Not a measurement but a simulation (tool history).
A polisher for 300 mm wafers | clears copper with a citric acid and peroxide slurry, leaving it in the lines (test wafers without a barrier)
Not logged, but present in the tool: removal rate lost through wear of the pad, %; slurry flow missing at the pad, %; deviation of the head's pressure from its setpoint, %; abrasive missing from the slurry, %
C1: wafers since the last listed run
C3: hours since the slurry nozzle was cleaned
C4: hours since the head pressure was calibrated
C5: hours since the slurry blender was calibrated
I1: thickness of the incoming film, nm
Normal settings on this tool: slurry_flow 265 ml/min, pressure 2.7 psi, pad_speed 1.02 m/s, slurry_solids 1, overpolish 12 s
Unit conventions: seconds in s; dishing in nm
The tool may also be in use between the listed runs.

run 1 day=0 | slurry_flow=265 pressure=2.7 pad_speed=1.02 slurry_solids=1 overpolish=15 | C1=0 wafers_polished_on_this_pad=727 C3=70.5 C4=410.6 C5=111.3 | I1=165.9 | seconds=85 dishing=19.6
-- day=0.358 head pressure recalibrated
-- day=1.775 worn pad replaced by a new one
run 2 day=1.812 | slurry_flow=265 pressure=2.7 pad_speed=1.02 slurry_solids=1 overpolish=15 | C1=296 wafers_polished_on_this_pad=7 C3=114 C4=34.9 C5=154.8 | I1=167.7 | seconds=86.9 dishing=19.5
-- day=2.658 slurry blender recalibrated
run 3 day=3.954 | slurry_flow=265 pressure=2.7 pad_speed=1.02 slurry_solids=1 overpolish=12 | C1=390 wafers_polished_on_this_pad=398 C3=165.4 C4=86.3 C5=31.1 | I1=165 | seconds=81.1 dishing=16.5
run 4 day=5.858 | slurry_flow=265 pressure=2.7 pad_speed=0.92 slurry_solids=1 overpolish=12 | C1=361 wafers_polished_on_this_pad=759 C3=211.1 C4=132 C5=76.8 | I1=162.5 | seconds=92.7 dishing=14.8
run 5 day=8.317 | slurry_flow=265 pressure=2.7 pad_speed=0.92 slurry_solids=1 overpolish=12 | C1=466 wafers_polished_on_this_pad=1226 C3=270.1 C4=191 C5=135.8 | I1=162.5 | seconds=91.5 dishing=14.7
-- day=9.292 slurry blender recalibrated
-- day=9.329 worn pad replaced by a new one
run 6 day=9.392 | slurry_flow=265 pressure=2.7 pad_speed=1.02 slurry_solids=1 overpolish=12 | C1=181 wafers_polished_on_this_pad=11 C3=295.9 C4=216.8 C5=2.4 | I1=163.7 | seconds=79.9 dishing=16.4
run 7 day=11.858 | slurry_flow=265 pressure=2.7 pad_speed=1.02 slurry_solids=1 overpolish=12 | C1=468 wafers_polished_on_this_pad=480 C3=355.1 C4=276 C5=61.6 | I1=166.3 | seconds=84.6 dishing=16.6
-- day=11.983 slurry nozzle cleaned
run 8 day=13.754 | slurry_flow=265 pressure=2.7 pad_speed=1.02 slurry_solids=1 overpolish=12 | C1=352 wafers_polished_on_this_pad=832 C3=42.5 C4=321.5 C5=107.1 | I1=166.7 | seconds=83.3 dishing=16.4
-- day=15.196 slurry blender recalibrated
run 9 day=15.583 | slurry_flow=265 pressure=2.4 pad_speed=0.9 slurry_solids=1 overpolish=12 | C1=331 wafers_polished_on_this_pad=1163 C3=86.4 C4=365.4 C5=9.3 | I1=168 | seconds=107.5 dishing=13.4
-- day=16.275 worn pad replaced by a new one
run 10 day=17.808 | slurry_flow=265 pressure=3.3 pad_speed=0.68 slurry_solids=1 overpolish=12 | C1=390 wafers_polished_on_this_pad=291 C3=139.8 C4=418.8 C5=62.7 | I1=165.3 | seconds=98 dishing=13.9
-- day=19.717 head pressure recalibrated
run 11 day=22.5 | slurry_flow=265 pressure=2.7 pad_speed=1.02 slurry_solids=1 overpolish=12 | C1=875 wafers_polished_on_this_pad=1166 C3=252.4 C4=66.8 C5=175.3 | I1=165.4 | seconds=87 dishing=15.7
-- day=22.804 slurry blender recalibrated
-- day=23.217 worn pad replaced by a new one
run 12 day=24.8 | slurry_flow=205 pressure=2.7 pad_speed=1.02 slurry_solids=1.25 overpolish=12 | C1=389 wafers_polished_on_this_pad=300 C3=307.6 C4=122 C5=47.9 | I1=167.5 | seconds=79.9 dishing=16.9
run 13 day=26.717 | slurry_flow=265 pressure=2.7 pad_speed=0.7 slurry_solids=1.1 overpolish=12 | C1=363 wafers_polished_on_this_pad=664 C3=353.6 C4=168 C5=93.9 | I1=166.9 | seconds=118.9 dishing=11.8
-- day=26.988 slurry nozzle cleaned
-- day=28.508 slurry blender recalibrated
run 14 day=29.338 | slurry_flow=265 pressure=2.7 pad_speed=1.02 slurry_solids=1.15 overpolish=12 | C1=473 wafers_polished_on_this_pad=1138 C3=56.4 C4=230.9 C5=19.9 | I1=167.9 | seconds=80.8 dishing=17.3
-- day=29.979 worn pad replaced by a new one
run 15 day=30.971 | slurry_flow=175 pressure=1.9 pad_speed=1.18 slurry_solids=1 overpolish=10 | C1=278 wafers_polished_on_this_pad=188 C3=95.6 C4=270.1 C5=59.1 | I1=165.6 | seconds=109.7 dishing=10.9
run 16 day=33.175 | slurry_flow=265 pressure=3.5 pad_speed=1.02 slurry_solids=1 overpolish=12 | C1=418 wafers_polished_on_this_pad=607 C3=148.5 C4=323 C5=112 | I1=165.8 | seconds=66.5 dishing=20.9

Each row is a separate what-if for the run after 16, all from the same tool condition, not one after another. Results?
run A day=33.196 | slurry_flow=340 pressure=2.7 pad_speed=1.02 slurry_solids=1 overpolish=12 | C1=3 wafers_polished_on_this_pad=611 C3=149 C4=323.5 C5=112.5 | I1=167.8 | seconds=? dishing=?
run B day=33.196 | slurry_flow=265 pressure=2.7 pad_speed=1.02 slurry_solids=0.8 overpolish=12 | C1=3 wafers_polished_on_this_pad=611 C3=149 C4=323.5 C5=112.5 | I1=167.8 | seconds=? dishing=?
run C day=33.196 | slurry_flow=320 pressure=2.7 pad_speed=1.02 slurry_solids=1 overpolish=15 | C1=3 wafers_polished_on_this_pad=611 C3=149 C4=323.5 C5=112.5 | I1=167.8 | seconds=? dishing=?
run D day=33.196 | slurry_flow=265 pressure=3.6 pad_speed=0.66 slurry_solids=0.8 overpolish=17 | C1=3 wafers_polished_on_this_pad=611 C3=149 C4=323.5 C5=112.5 | I1=167.8 | seconds=? dishing=?
run E day=33.196 | slurry_flow=265 pressure=2.7 pad_speed=0.68 slurry_solids=1 overpolish=17 | C1=3 wafers_polished_on_this_pad=611 C3=149 C4=323.5 C5=112.5 | I1=167.8 | seconds=? dishing=?

run=A seconds=81.9 dishing=16.4
run=B seconds=86.5 dishing=15.6
run=C seconds=82.3 dishing=19.9
run=D seconds=99.9 dishing=18.9
run=E seconds=123.8 dishing=15.4
Take away the tool's hidden state, keep each run's random variation, and the runs would have read:
run=A seconds=79.1 dishing=16.9
run=B seconds=83.6 dishing=16
run=C seconds=79.4 dishing=20.5
run=D seconds=96.5 dishing=19.5
run=E seconds=119.6 dishing=15.9
